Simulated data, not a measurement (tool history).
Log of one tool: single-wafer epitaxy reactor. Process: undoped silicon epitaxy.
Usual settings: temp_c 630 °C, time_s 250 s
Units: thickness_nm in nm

run	hour	temp_c	time_s	wafers since the last listed run	hours since the last pyrometer calibration	hours since the gauge calibration	read-back reference wafer on the same gauge, thickness_nm	thickness_nm
1	0	630	250	0	2554.2	489.7	23.604	27.478
2	7.1	630	250	57	2561.3	496.8	23.604	27.589
3	24.2	630	250	139	2578.4	513.9	23.614	27.526
4	38.6	630	250	117	2592.8	528.3	23.601	27.408
5	54.9	630	250	132	2609.1	544.6	23.591	27.643
6	70.7	630	250	128	2624.9	560.4	23.602	27.691
7	80.1	640	250	76	2634.3	569.8	23.605	33.709
8	89.7	640	250	78	2643.9	579.4	23.611	33.876
9	101.8	630	250	98	2656	591.5	23.615	27.347
10	113.5	630	250	95	2667.7	603.2	23.592	27.612
11	129.7	630	225	131	2683.9	619.4	23.574	24.779
12	142.4	630	250	103	2696.6	632.1	23.605	27.508
# hour 145.9: gauge calibrated
13	158.2	630	250	128	2712.4	12.3	23.602	27.629
14	170.4	630	250	99	2724.6	24.5	23.611	27.743
15	186.6	641	250	131	2740.8	40.7	23.596	34.577
# hour 195.8: pyrometer calibrated
16	196.3	641	250	13	0.5	50.4	23.605	31.297
17	205.7	641	250	76	9.9	59.8	23.59	31.096
18	216.2	630	261	85	20.4	70.3	23.591	25.983
19	224.9	630	250	70	29.1	79	23.589	24.855
20	234.8	630	250	80	39	88.9	23.607	25.124
21	244.6	630	250	79	48.8	98.7	23.601	25.1
22	262.3	625	227	144	66.5	116.4	23.625	20.55
23	272.6	617	250	83	76.8	126.7	23.574	19.109
24	289	630	250	133	93.2	143.1	23.614	25.131
25	297.2	618	221	66	101.4	151.3	23.602	17.319
26	308.7	630	250	93	112.9	162.8	23.611	25.18
27	320.7	638	250	97	124.9	174.8	23.598	29.5
28	338.1	630	250	141	142.3	192.2	23.608	24.983
29	352.1	637	228	113	156.3	206.2	23.578	26.385
30	364.5	620	266	100	168.7	218.6	23.606	21.729
31	381.8	620	272	140	186	235.9	23.587	22.153
32	389.3	630	250	61	193.5	243.4	23.619	25.151
33	404.6	630	229	124	208.8	258.7	23.595	23.083
34	413.3	630	250	70	217.5	267.4	23.596	25.273
35	421.4	630	206	65	225.6	275.5	23.605	20.925
36	434.4	622	290	105	238.6	288.5	23.58	24.846
37	448.5	638	250	114	252.7	302.6	23.616	29.627
38	465.4	641	295	137	269.6	319.5	23.587	37.069
39	482.3	644	292	137	286.5	336.4	23.596	39.033

Forecast each of these 5 alternatives for the next run:
A	482.8	630	250	4	287	336.9	?	?
B	482.8	630	203	4	287	336.9	?	?
C	482.8	634	226	4	287	336.9	?	?
D	482.8	618	282	4	287	336.9	?	?
E	482.8	623	222	4	287	336.9	?	?

run	read-back reference wafer on the same gauge, thickness_nm	thickness_nm
A	23.604	25.372
B	23.604	20.602
C	23.604	24.868
D	23.604	22.368
E	23.604	19.527
Without the tool's hidden state the same runs would have given:
run	thickness_nm
A	24.838
B	20.168
C	24.348
D	21.886
E	19.11

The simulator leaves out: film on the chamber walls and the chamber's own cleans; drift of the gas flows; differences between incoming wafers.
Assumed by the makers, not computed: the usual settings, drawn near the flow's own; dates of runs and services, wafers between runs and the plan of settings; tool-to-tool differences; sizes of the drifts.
